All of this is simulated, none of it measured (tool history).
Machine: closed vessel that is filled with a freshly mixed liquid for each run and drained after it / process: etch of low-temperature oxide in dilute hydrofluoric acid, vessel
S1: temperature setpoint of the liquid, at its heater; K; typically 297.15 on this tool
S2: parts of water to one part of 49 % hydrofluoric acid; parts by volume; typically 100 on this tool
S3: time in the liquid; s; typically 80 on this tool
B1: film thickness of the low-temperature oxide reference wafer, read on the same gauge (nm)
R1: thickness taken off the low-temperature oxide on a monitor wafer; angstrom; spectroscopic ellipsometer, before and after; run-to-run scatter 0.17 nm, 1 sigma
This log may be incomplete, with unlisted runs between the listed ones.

Run 1, day 0: usual settings but S1 299.15 K, S2 85 parts by volume; B1 129.88. Result: R1 378.2 angstrom.
Run 2, day 1.196: usual settings but S3 110 s; B1 129.77. Result: R1 395.7 angstrom.
Run 3, day 2.467: usual settings but S3 110 s; B1 129.61. Result: R1 393.5 angstrom.
Run 4, day 3.121: usual settings but S1 301.15 K, S2 75 parts by volume; B1 129.54. Result: R1 455.9 angstrom.
Run 5, day 3.85: usual settings but S1 301.15 K, S2 75 parts by volume; B1 129.46. Result: R1 461.4 angstrom.
Run 6, day 4.379: usual settings but S1 301.15 K, S2 75 parts by volume; B1 129.35. Result: R1 465.3 angstrom.
Run 7, day 5.45: usual settings but S1 298.65 K; B1 129.17. Result: R1 300.3 angstrom.
Run 8, day 6.683: usual settings but S1 298.65 K; B1 129.04. Result: R1 302.9 angstrom.
Run 9, day 7.488: usual settings but S1 298.65 K; B1 128.84. Result: R1 302.7 angstrom.
Run 10, day 8.371: usual settings but S3 60 s; B1 128.73. Result: R1 211.2 angstrom.
Run 11, day 8.958: usual settings but S3 60 s; B1 128.61. Result: R1 213.4 angstrom.
Run 12, day 9.633: usual settings but S2 125 parts by volume, S3 125 s; B1 128.49. Result: R1 344.6 angstrom.
Run 13, day 10.975: usual settings but S1 295.65 K, S2 135 parts by volume, S3 95 s; B1 128.15. Result: R1 226.3 angstrom.
At day 11.179: thermometer replaced.
Run 14, day 12.192: usual settings but S1 293.65 K, S2 120 parts by volume; B1 127.87. Result: R1 201.1 angstrom.
At day 12.9: hydrofluoric acid flow meter replaced.
Run 15, day 13.367: usual settings but S1 299.15 K, S2 60 parts by volume, S3 65 s; B1 127.59. Result: R1 436.1 angstrom.
Run 16, day 13.979: usual settings but S1 293.15 K; B1 127.42. Result: R1 238.6 angstrom.
At day 14.238: gauge calibrated.
Run 17, day 14.571: usual settings; B1 130.01. Result: R1 289 angstrom.
Run 18, day 15.471: usual settings but S1 299.15 K, S2 85 parts by volume; B1 129.95. Result: R1 375.3 angstrom.
Run 19, day 16.829: usual settings but S1 293.15 K, S3 35 s; B1 129.98. Result: R1 107.5 angstrom.

Estimate the outcome of run 20 from the log above:
Run 20, day 17.758: usual settings but S1 292.65 K, S2 140 parts by volume, S3 30 s; B1 ?. Result: R1 ?.

B1: 129.93
R1: 61.6 angstrom
With no hidden state in the tool, this same run would have given R1 61.6 angstrom.
